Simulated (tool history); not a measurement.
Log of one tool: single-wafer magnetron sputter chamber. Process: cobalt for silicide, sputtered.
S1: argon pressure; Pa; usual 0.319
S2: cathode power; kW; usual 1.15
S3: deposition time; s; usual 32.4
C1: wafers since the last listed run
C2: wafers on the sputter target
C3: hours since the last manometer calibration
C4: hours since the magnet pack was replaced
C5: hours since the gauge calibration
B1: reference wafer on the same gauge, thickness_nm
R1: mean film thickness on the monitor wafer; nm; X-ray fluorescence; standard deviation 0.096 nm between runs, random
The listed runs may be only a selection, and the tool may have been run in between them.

{"run": 1, "day": 0.0, "S1": 0.319, "S2": 1.15, "S3": 32.4, "C1": 0, "C2": 3813, "C3": 1155.6, "C4": 6788.9, "C5": 375.5, "B1": 22.295, "R1": 18.983}
{"run": 2, "day": 1.054, "S1": 0.319, "S2": 1.05, "S3": 29.4, "C1": 366, "C2": 4179, "C3": 1180.9, "C4": 6814.2, "C5": 400.8, "B1": 22.248, "R1": 15.863}
{"run": 3, "day": 2.212, "S1": 0.319, "S2": 1.15, "S3": 32.4, "C1": 402, "C2": 4582, "C3": 1208.7, "C4": 6842, "C5": 428.6, "B1": 22.222, "R1": 19.228}
{"run": 4, "day": 3.504, "S1": 0.319, "S2": 1.15, "S3": 32.4, "C1": 448, "C2": 5031, "C3": 1239.7, "C4": 6873, "C5": 459.6, "B1": 22.2, "R1": 19.097}
{"run": 5, "day": 4.196, "S1": 0.319, "S2": 1.15, "S3": 30.2, "C1": 240, "C2": 5271, "C3": 1256.3, "C4": 6889.6, "C5": 476.2, "B1": 22.2, "R1": 17.733}
{"run": 6, "day": 4.979, "S1": 0.319, "S2": 1.15, "S3": 30.2, "C1": 272, "C2": 5543, "C3": 1275.1, "C4": 6908.4, "C5": 495, "B1": 22.157, "R1": 17.785}
{"day": 5.112, "done": "gauge calibrated"}
{"run": 7, "day": 5.479, "S1": 0.319, "S2": 1.15, "S3": 32.4, "C1": 173, "C2": 5717, "C3": 1287.1, "C4": 6920.4, "C5": 8.8, "B1": 22.584, "R1": 19.265}
{"day": 6.767, "done": "sputter target and shields replaced"}
{"run": 8, "day": 6.788, "S1": 0.319, "S2": 1.15, "S3": 32.4, "C1": 338, "C2": 7, "C3": 1318.5, "C4": 6951.8, "C5": 40.2, "B1": 22.527, "R1": 19.398}
{"day": 7.183, "done": "magnet pack replaced"}
{"run": 9, "day": 7.883, "S1": 0.418, "S2": 0.9, "S3": 26.4, "C1": 265, "C2": 272, "C3": 1344.8, "C4": 16.8, "C5": 66.5, "B1": 22.521, "R1": 12.272}
{"run": 10, "day": 9.575, "S1": 0.319, "S2": 1, "S3": 32.4, "C1": 587, "C2": 860, "C3": 1385.4, "C4": 57.4, "C5": 107.1, "B1": 22.475, "R1": 17.112}
{"run": 11, "day": 10.154, "S1": 0.439, "S2": 0.95, "S3": 32.4, "C1": 201, "C2": 1061, "C3": 1399.3, "C4": 71.3, "C5": 121, "B1": 22.491, "R1": 15.482}
{"run": 12, "day": 10.996, "S1": 0.355, "S2": 0.95, "S3": 35.7, "C1": 292, "C2": 1354, "C3": 1419.5, "C4": 91.5, "C5": 141.2, "B1": 22.479, "R1": 17.584}
{"day": 11.621, "done": "capacitance manometer re-zeroed and calibrated"}
{"run": 13, "day": 11.633, "S1": 0.319, "S2": 1.15, "S3": 32.4, "C1": 105, "C2": 1459, "C3": 0.3, "C4": 106.8, "C5": 156.5, "B1": 22.427, "R1": 19.303}
{"run": 14, "day": 12.896, "S1": 0.225, "S2": 1.25, "S3": 30.5, "C1": 438, "C2": 1898, "C3": 30.6, "C4": 137.1, "C5": 186.8, "B1": 22.358, "R1": 20.341}
{"run": 15, "day": 15.812, "S1": 0.253, "S2": 1.15, "S3": 30.4, "C1": 1013, "C2": 2912, "C3": 100.6, "C4": 207.1, "C5": 256.8, "B1": 22.331, "R1": 18.483}
{"run": 16, "day": 16.342, "S1": 0.319, "S2": 1.15, "S3": 32.4, "C1": 183, "C2": 3096, "C3": 113.3, "C4": 219.8, "C5": 269.5, "B1": 22.392, "R1": 19.139}

Forecast each of these 3 alternatives for the next run:
{"run": "A", "day": 16.358, "S1": 0.319, "S2": 1.15, "S3": 32.4, "C1": 5, "C2": 3102, "C3": 113.7, "C4": 220.2, "C5": 269.9, "B1": "?", "R1": "?"}
{"run": "B", "day": 16.358, "S1": 0.41, "S2": 1.3, "S3": 32.4, "C1": 5, "C2": 3102, "C3": 113.7, "C4": 220.2, "C5": 269.9, "B1": "?", "R1": "?"}
{"run": "C", "day": 16.358, "S1": 0.396, "S2": 1, "S3": 27.6, "C1": 5, "C2": 3102, "C3": 113.7, "C4": 220.2, "C5": 269.9, "B1": "?", "R1": "?"}

run=A B1=22.363 R1=19.227
run=B B1=22.363 R1=20.879
run=C B1=22.363 R1=14.038
With no hidden state in the tool, these same runs would have given:
run=A R1=19.444
run=B R1=21.114
run=C R1=14.196

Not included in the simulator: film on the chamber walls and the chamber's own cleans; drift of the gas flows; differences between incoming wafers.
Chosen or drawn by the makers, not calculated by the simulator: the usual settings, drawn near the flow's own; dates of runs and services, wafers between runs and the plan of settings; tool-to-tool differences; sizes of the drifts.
